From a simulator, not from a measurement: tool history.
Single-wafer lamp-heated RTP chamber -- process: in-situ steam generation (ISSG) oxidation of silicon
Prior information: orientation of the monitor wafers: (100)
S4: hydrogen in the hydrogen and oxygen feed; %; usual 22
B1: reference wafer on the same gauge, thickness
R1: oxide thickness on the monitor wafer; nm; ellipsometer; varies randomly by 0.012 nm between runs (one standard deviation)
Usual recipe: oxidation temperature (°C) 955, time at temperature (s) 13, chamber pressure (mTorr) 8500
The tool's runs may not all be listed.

Run 1, hour 0.0: usual settings but time at temperature (s) 16; B1 3.825. Result: R1 4.382 nm.
Run 2, hour 60.5: usual settings but time at temperature (s) 16; B1 3.831. Result: R1 4.242 nm.
Run 3, hour 111.3: usual settings but time at temperature (s) 16; B1 3.831. Result: R1 4.297 nm.
Run 4, hour 156.8: usual settings; B1 3.831. Result: R1 3.912 nm.
Run 5, hour 219.1: usual settings; B1 3.829. Result: R1 3.924 nm.
Run 6, hour 283.1: usual settings; B1 3.829. Result: R1 3.980 nm.
Run 7, hour 351.7: usual settings but oxidation temperature (°C) 943, S4 28 %; B1 3.826. Result: R1 4.048 nm.
Run 8, hour 388.5: usual settings; B1 3.829. Result: R1 3.951 nm.
Run 9, hour 415.8: usual settings but oxidation temperature (°C) 968, time at temperature (s) 9, chamber pressure (mTorr) 9100, S4 18 %; B1 3.832. Result: R1 3.361 nm.
Run 10, hour 449.7: usual settings but S4 14 %; B1 3.825. Result: R1 3.534 nm.
Run 11, hour 610.2: usual settings but oxidation temperature (°C) 961, S4 19 %; B1 3.833. Result: R1 3.816 nm.
Run 12, hour 668.9: usual settings but time at temperature (s) 8; B1 3.831. Result: R1 3.299 nm.
Run 13, hour 714.4: usual settings but oxidation temperature (°C) 963, time at temperature (s) 16, chamber pressure (mTorr) 7500, S4 25 %; B1 3.836. Result: R1 4.588 nm.
Run 14, hour 758.0: usual settings; B1 3.832. Result: R1 3.930 nm.
Run 15, hour 784.7: usual settings but oxidation temperature (°C) 944, time at temperature (s) 12, chamber pressure (mTorr) 9100, S4 25 %; B1 3.828. Result: R1 3.778 nm.

Put back what was entered between runs (9 entries, withheld): which listed runs does each sit between, and how does the hidden state differ from the listed run before to the listed run after?
Run 1 -> run 2: pyrometer window cleaned and pyrometer calibrated (hour 1.9)
  true wafer temperature minus pyrometer reading, K: 12.6 -> 1.69
  difference, measured minus the result without the unlogged condition, R1: +0.160 -> +0.020 nm
Run 3 -> run 4: pyrometer window cleaned and pyrometer calibrated (hour 151.1)
  true wafer temperature minus pyrometer reading, K: 5.02 -> 0.231
  difference, measured minus the result without the unlogged condition, R1: +0.062 -> +0.003 nm
Run 6 -> run 7: pyrometer window cleaned and pyrometer calibrated (hour 300.4); pressure gauge zeroed (hour 313.8)
  true wafer temperature minus pyrometer reading, K: 7.02 -> 1.13
  difference, measured minus the result without the unlogged condition, R1: +0.073 -> +0.011 nm
Run 7 -> run 8: hydrogen flow controller replaced (hour 379.9)
  true wafer temperature minus pyrometer reading, K: 1.13 -> 3.13
  difference, measured minus the result without the unlogged condition, R1: +0.011 -> +0.032 nm
Run 9 -> run 10: pyrometer window cleaned and pyrometer calibrated (hour 436.0)
  true wafer temperature minus pyrometer reading, K: 5.3 -> 0.898
  difference, measured minus the result without the unlogged condition, R1: +0.044 -> +0.008 nm
Run 10 -> run 11: gauge calibrated (hour 556.2); pyrometer window cleaned and pyrometer calibrated (hour 578.5)
  true wafer temperature minus pyrometer reading, K: 0.898 -> 0.891
  difference, measured minus the result without the unlogged condition, R1: +0.008 -> +0.009 nm
Run 13 -> run 14: pyrometer window cleaned and pyrometer calibrated (hour 749.8)
  true wafer temperature minus pyrometer reading, K: 7.7 -> 1.17
  difference, measured minus the result without the unlogged condition, R1: +0.107 -> +0.012 nm

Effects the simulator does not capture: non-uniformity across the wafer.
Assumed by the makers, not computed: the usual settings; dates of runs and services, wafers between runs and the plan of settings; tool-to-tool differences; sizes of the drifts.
